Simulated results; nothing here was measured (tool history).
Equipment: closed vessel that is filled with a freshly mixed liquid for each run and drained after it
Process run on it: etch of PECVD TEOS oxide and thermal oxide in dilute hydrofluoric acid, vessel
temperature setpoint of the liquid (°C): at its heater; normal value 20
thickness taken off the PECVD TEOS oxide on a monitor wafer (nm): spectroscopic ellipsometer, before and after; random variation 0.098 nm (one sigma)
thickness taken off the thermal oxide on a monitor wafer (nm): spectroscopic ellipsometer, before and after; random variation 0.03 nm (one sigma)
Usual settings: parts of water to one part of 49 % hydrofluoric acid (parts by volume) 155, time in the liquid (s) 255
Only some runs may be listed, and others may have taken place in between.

run    hour  temperature setpoint of the liquid (°C)  parts of water to one part of 49 % hydrofluoric acid (parts by volume)  time in the liquid (s)  wafers since the last listed run  hours since the thermometer was replaced  hours since the hydrofluoric acid flow meter was replaced  hours since the gauge calibration  read-back film thickness of the PECVD TEOS oxide reference wafer, read on the same gauge (nm)  read-back film thickness of the thermal oxide reference wafer, read on the same gauge (nm)  thickness taken off the PECVD TEOS oxide on a monitor wafer (nm)  thickness taken off the thermal oxide on a monitor wafer (nm)
  1       0                                       20                                                                     155                     255                                 0                                     778.6                                                       20.4                              177.7                                                                                          99.97                                                                                          50                                                              10.9                                                           6.36
  2     105                                       20                                                                     155                     255                             12241                                     883.6                                                      125.4                              282.7                                                                                          99.98                                                                                          50                                                             10.79                                                           6.42
  3     185                                       20                                                                     155                     255                              9326                                     963.6                                                      205.4                              362.7                                                                                            100                                                                                       49.99                                                             10.83                                                           6.46
  4   268.3                                     17.5                                                                     170                     255                              9711                                    1046.9                                                      288.7                                446                                                                                         100.03                                                                                       50.01                                                              8.76                                                           5.21
  5   374.6                                     17.5                                                                     170                     255                             12393                                    1153.2                                                        395                              552.3                                                                                         100.01                                                                                       50.03                                                              8.71                                                           5.25
  6   422.9                                     17.5                                                                     170                     255                              5631                                    1201.5                                                      443.3                              600.6                                                                                         100.01                                                                                       50.04                                                               8.7                                                           5.23
  7   518.2                                       20                                                                     200                     255                             11110                                    1296.8                                                      538.6                              695.9                                                                                          99.99                                                                                          50                                                              8.09                                                           4.74
      529.7  -- gauge calibrated
  8   602.7                                     22.5                                                                     235                     125                              9851                                    1381.3                                                      623.1                                 73                                                                                         100.01                                                                                       49.98                                                               3.6                                                           2.13
      637.7  -- thermometer replaced
  9   694.5                                       20                                                                     155                     255                             10585                                      56.8                                                      714.9                              164.8                                                                                         100.03                                                                                       50.02                                                             11.68                                                           6.81
      725.2  -- hydrofluoric acid flow meter replaced
 10   799.8                                       17                                                                     155                     255                             12159                                     162.1                                                       74.6                              270.1                                                                                          99.99                                                                                       49.98                                                              9.63                                                           5.86
 11   905.3                                       18                                                                     155                     360                             12299                                     267.6                                                      180.1                              375.6                                                                                            100                                                                                       49.99                                                             14.44                                                           8.64
 12   948.1                                       24                                                                     100                     175                              4989                                     310.4                                                      222.9                              418.4                                                                                            100                                                                                       50.02                                                             14.96                                                           8.74
 13  1019.2                                       20                                                                     200                     315                              8289                                     381.5                                                        294                              489.5                                                                                            100                                                                                       49.99                                                             10.27                                                            6.1
 14  1118.1                                       20                                                                     155                     255                             11530                                     480.4                                                      392.9                              588.4                                                                                         100.02                                                                                       49.99                                                             11.18                                                           6.59

The logged runs with the hidden state left out (each run's random variation unchanged):
Hidden state present: liquid colder than its thermometer reads (K); hydrofluoric acid flow above the setpoint (%); gauge reads high (%).
run  thickness taken off the PECVD TEOS oxide on a monitor wafer (nm)  thickness taken off the thermal oxide on a monitor wafer (nm)
  1                                                             11.23                                                           6.55
  2                                                              11.1                                                            6.6
  3                                                             11.13                                                           6.64
  4                                                                 9                                                           5.35
  5                                                              8.93                                                           5.39
  6                                                              8.92                                                           5.37
  7                                                              8.26                                                           4.85
  8                                                              3.66                                                           2.17
  9                                                             11.27                                                           6.58
 10                                                              9.66                                                           5.87
 11                                                             14.47                                                           8.65
 12                                                             14.98                                                           8.75
 13                                                             10.26                                                            6.1
 14                                                             11.17                                                           6.58
